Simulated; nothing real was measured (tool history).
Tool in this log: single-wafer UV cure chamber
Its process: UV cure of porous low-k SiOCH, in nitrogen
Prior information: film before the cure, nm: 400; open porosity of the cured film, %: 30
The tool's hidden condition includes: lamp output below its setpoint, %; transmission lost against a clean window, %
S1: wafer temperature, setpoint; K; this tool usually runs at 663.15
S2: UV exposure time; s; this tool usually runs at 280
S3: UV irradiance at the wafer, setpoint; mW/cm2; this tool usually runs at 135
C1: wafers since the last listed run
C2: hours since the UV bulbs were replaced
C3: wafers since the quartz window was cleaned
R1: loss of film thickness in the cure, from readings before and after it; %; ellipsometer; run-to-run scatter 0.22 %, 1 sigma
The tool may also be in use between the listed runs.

| run | hour | S1 | S2 | S3 | C1 | C2 | C3 | R1 |
|---|---|---|---|---|---|---|---|---|
| 1 | 0.0 | 663.15 | 280 | 135 | 0 | 759.8 | 1369 | 15.675 |
| 2 | 54.2 | 674.15 | 280 | 135 | 306 | 814.0 | 1675 | 15.563 |
| 3 | 152.9 | 674.15 | 280 | 135 | 558 | 912.7 | 2234 | 15.497 |
| 4 | 213.7 | 659.15 | 280 | 159 | 343 | 973.5 | 2578 | 15.091 |
| 5 | 270.7 | 659.15 | 280 | 159 | 322 | 1030.5 | 2900 | 15.365 |
| 6 | 337.3 | 663.15 | 280 | 135 | 376 | 1097.1 | 3277 | 14.173 |
| 7 | 391.7 | 663.15 | 280 | 135 | 307 | 1151.5 | 3585 | 13.982 |
| 8 | 461.9 | 663.15 | 280 | 135 | 397 | 1221.7 | 3982 | 13.549 |
|  | 572.3 | UV bulbs replaced |
| 9 | 651.4 | 645.15 | 325 | 135 | 1026 | 79.1 | 5009 | 15.074 |
|  | 693.9 | quartz window cleaned |
| 10 | 702.1 | 677.15 | 280 | 135 | 241 | 129.8 | 46 | 16.703 |
| 11 | 766.5 | 663.15 | 280 | 135 | 364 | 194.2 | 410 | 16.342 |
| 12 | 808.4 | 663.15 | 445 | 135 | 237 | 236.1 | 647 | 18.493 |
| 13 | 853.0 | 663.15 | 280 | 155 | 252 | 280.7 | 900 | 16.955 |
| 14 | 881.7 | 656.15 | 280 | 135 | 162 | 309.4 | 1062 | 16.026 |
| 15 | 951.3 | 663.15 | 280 | 174 | 393 | 379.0 | 1456 | 17.331 |
| 16 | 988.5 | 663.15 | 280 | 135 | 210 | 416.2 | 1666 | 15.619 |
| 17 | 1032.8 | 663.15 | 280 | 106 | 250 | 460.5 | 1917 | 14.659 |

For some of the steps in R1 from one run to the next: how much would appear even if the tool had no hidden state, given the settings, what came in and random variation, and how much remains for the hidden state plus any gauge scatter that the measured result and the result without hidden state don't share?
Run 8 -> 9: S1 663.15 -> 645.15, S2 280 -> 325, UV bulbs replaced. R1 +1.525 %: hidden state +1.538, all else -0.013.
Run 11 -> 12: S2 280 -> 445. R1 +2.151 %: hidden state -0.032, all else +2.183.
